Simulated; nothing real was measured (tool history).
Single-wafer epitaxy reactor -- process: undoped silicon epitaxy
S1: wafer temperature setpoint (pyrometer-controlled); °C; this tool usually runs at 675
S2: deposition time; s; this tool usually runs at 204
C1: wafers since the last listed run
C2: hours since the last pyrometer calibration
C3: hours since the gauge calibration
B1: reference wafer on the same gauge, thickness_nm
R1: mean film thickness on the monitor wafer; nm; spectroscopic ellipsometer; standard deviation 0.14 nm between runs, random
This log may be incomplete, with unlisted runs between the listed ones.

run 1 hour=0.0 | S1=666 S2=204 | C1=0 C2=1408.0 C3=527.3 | B1=60.728 | R1=45.448
run 2 hour=49.4 | S1=666 S2=204 | C1=588 C2=1457.4 C3=576.7 | B1=60.667 | R1=45.262
run 3 hour=80.7 | S1=666 S2=204 | C1=372 C2=1488.7 C3=608.0 | B1=60.712 | R1=45.546
run 4 hour=148.6 | S1=667 S2=204 | C1=808 C2=1556.6 C3=675.9 | B1=60.724 | R1=46.710
run 5 hour=202.0 | S1=675 S2=220 | C1=636 C2=1610.0 C3=729.3 | B1=60.733 | R1=59.863
-- hour=205.4 gauge calibrated
run 6 hour=255.8 | S1=683 S2=204 | C1=640 C2=1663.8 C3=50.4 | B1=60.668 | R1=65.422
run 7 hour=311.6 | S1=683 S2=204 | C1=664 C2=1719.6 C3=106.2 | B1=60.674 | R1=65.506
run 8 hour=335.6 | S1=683 S2=204 | C1=285 C2=1743.6 C3=130.2 | B1=60.695 | R1=65.187
run 9 hour=390.7 | S1=675 S2=204 | C1=656 C2=1798.7 C3=185.3 | B1=60.671 | R1=55.149
run 10 hour=441.4 | S1=675 S2=204 | C1=603 C2=1849.4 C3=236.0 | B1=60.680 | R1=55.312
-- hour=466.5 pyrometer calibrated
run 11 hour=478.9 | S1=675 S2=204 | C1=351 C2=12.4 C3=273.5 | B1=60.710 | R1=56.201
run 12 hour=538.5 | S1=667 S2=184 | C1=709 C2=72.0 C3=333.1 | B1=60.686 | R1=42.519
run 13 hour=584.5 | S1=675 S2=204 | C1=547 C2=118.0 C3=379.1 | B1=60.669 | R1=56.188
run 14 hour=655.0 | S1=687 S2=189 | C1=839 C2=188.5 C3=449.6 | B1=60.728 | R1=66.625
run 15 hour=701.0 | S1=665 S2=223 | C1=547 C2=234.5 C3=495.6 | B1=60.702 | R1=49.174
run 16 hour=744.8 | S1=679 S2=204 | C1=521 C2=278.3 C3=539.4 | B1=60.718 | R1=60.478
run 17 hour=777.3 | S1=661 S2=165 | C1=387 C2=310.8 C3=571.9 | B1=60.673 | R1=33.290
run 18 hour=815.4 | S1=679 S2=231 | C1=453 C2=348.9 C3=610.0 | B1=60.673 | R1=68.370
run 19 hour=866.2 | S1=675 S2=214 | C1=605 C2=399.7 C3=660.8 | B1=60.712 | R1=58.331
-- hour=883.1 gauge calibrated
run 20 hour=1022.9 | S1=675 S2=204 | C1=1866 C2=556.4 C3=139.8 | B1=60.672 | R1=55.386
run 21 hour=1083.0 | S1=681 S2=217 | C1=715 C2=616.5 C3=199.9 | B1=60.715 | R1=66.941
run 22 hour=1130.3 | S1=686 S2=230 | C1=563 C2=663.8 C3=247.2 | B1=60.712 | R1=78.735

Below are 5 alternative next runs, each starting from the tool's condition after run 22. Predict each:
run A hour=1130.8 | S1=675 S2=240 | C1=5 C2=664.3 C3=247.7 | B1=? | R1=?
run B hour=1130.8 | S1=675 S2=238 | C1=5 C2=664.3 C3=247.7 | B1=? | R1=?
run C hour=1130.8 | S1=690 S2=217 | C1=5 C2=664.3 C3=247.7 | B1=? | R1=?
run D hour=1130.8 | S1=664 S2=233 | C1=5 C2=664.3 C3=247.7 | B1=? | R1=?
run E hour=1130.8 | S1=682 S2=180 | C1=5 C2=664.3 C3=247.7 | B1=? | R1=?

run=A B1=60.723 R1=65.212
run=B B1=60.723 R1=64.668
run=C B1=60.723 R1=80.696
run=D B1=60.723 R1=49.967
run=E B1=60.723 R1=56.693
With no hidden state in the tool, these same runs would have given:
run=A R1=65.933
run=B R1=65.383
run=C R1=81.560
run=D R1=50.533
run=E R1=57.311

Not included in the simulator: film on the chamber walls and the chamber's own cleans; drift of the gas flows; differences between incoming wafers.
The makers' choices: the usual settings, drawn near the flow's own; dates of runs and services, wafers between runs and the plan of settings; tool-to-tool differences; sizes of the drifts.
